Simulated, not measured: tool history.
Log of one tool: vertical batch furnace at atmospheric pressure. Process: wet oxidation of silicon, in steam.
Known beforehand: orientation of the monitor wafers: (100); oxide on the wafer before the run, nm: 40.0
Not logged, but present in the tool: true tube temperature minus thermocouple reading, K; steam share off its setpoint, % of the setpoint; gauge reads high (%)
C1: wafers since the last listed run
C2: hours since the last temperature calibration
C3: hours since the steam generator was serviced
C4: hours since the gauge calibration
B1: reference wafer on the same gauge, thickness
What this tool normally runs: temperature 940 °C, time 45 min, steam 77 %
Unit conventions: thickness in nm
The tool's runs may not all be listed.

run 1 day=0 | temperature=951 time=45 steam=77 | C1=0 C2=2063.7 C3=4216.4 C4=138.3 | B1=206.03 | thickness=199.76
run 2 day=0.45 | temperature=940 time=45 steam=77 | C1=121 C2=2074.5 C3=4227.2 C4=149.1 | B1=205.92 | thickness=181.3
run 3 day=1.05 | temperature=940 time=45 steam=77 | C1=161 C2=2088.9 C3=4241.6 C4=163.5 | B1=206.03 | thickness=181.45
-- day=2.262 steam generator serviced
run 4 day=2.283 | temperature=940 time=45 steam=80 | C1=62 C2=2118.5 C3=0.5 C4=193.1 | B1=205.99 | thickness=186.33
run 5 day=2.446 | temperature=940 time=45 steam=80 | C1=33 C2=2122.4 C3=4.4 C4=197 | B1=205.95 | thickness=186.41
-- day=3.408 thermocouples replaced and temperature profile calibrated
run 6 day=3.429 | temperature=940 time=45 steam=77 | C1=6 C2=0.5 C3=28 C4=220.6 | B1=206.09 | thickness=181.81
-- day=3.521 gauge calibrated
run 7 day=3.588 | temperature=940 time=45 steam=77 | C1=42 C2=4.3 C3=31.8 C4=1.6 | B1=206.05 | thickness=181.61
run 8 day=3.75 | temperature=940 time=45 steam=77 | C1=43 C2=8.2 C3=35.7 C4=5.5 | B1=206.05 | thickness=181.98
run 9 day=3.912 | temperature=940 time=45 steam=77 | C1=43 C2=12.1 C3=39.6 C4=9.4 | B1=205.96 | thickness=181.65
run 10 day=4.075 | temperature=940 time=45 steam=80 | C1=43 C2=16 C3=43.5 C4=13.3 | B1=205.96 | thickness=186.72
run 11 day=4.296 | temperature=960 time=45 steam=71 | C1=59 C2=21.3 C3=48.8 C4=18.6 | B1=205.93 | thickness=204.22
run 12 day=4.571 | temperature=923 time=31 steam=84 | C1=73 C2=27.9 C3=55.4 C4=25.2 | B1=206.06 | thickness=130.11
run 13 day=5.204 | temperature=955 time=35 steam=80 | C1=170 C2=43.1 C3=70.6 C4=40.4 | B1=205.95 | thickness=178.58
run 14 day=5.8 | temperature=918 time=59 steam=77 | C1=160 C2=57.4 C3=84.9 C4=54.7 | B1=205.99 | thickness=181.12
run 15 day=6.354 | temperature=924 time=57.5 steam=68 | C1=149 C2=70.7 C3=98.2 C4=68 | B1=206.03 | thickness=172.23
run 16 day=6.858 | temperature=940 time=45 steam=77 | C1=135 C2=82.8 C3=110.3 C4=80.1 | B1=205.95 | thickness=181.66
run 17 day=7.296 | temperature=940 time=39 steam=83 | C1=117 C2=93.3 C3=120.8 C4=90.6 | B1=206.03 | thickness=173.27

Hidden condition of the tool, last listed run before each entry between runs versus first listed run after:
After run 3, before run 4: steam generator serviced (day 2.262)
  no difference in the tool's unlogged condition between these two runs
After run 5, before run 6: thermocouples replaced and temperature profile calibrated (day 3.408)
  no difference in the tool's unlogged condition between these two runs
After run 6, before run 7: gauge calibrated (day 3.521)
  no difference in the tool's unlogged condition between these two runs
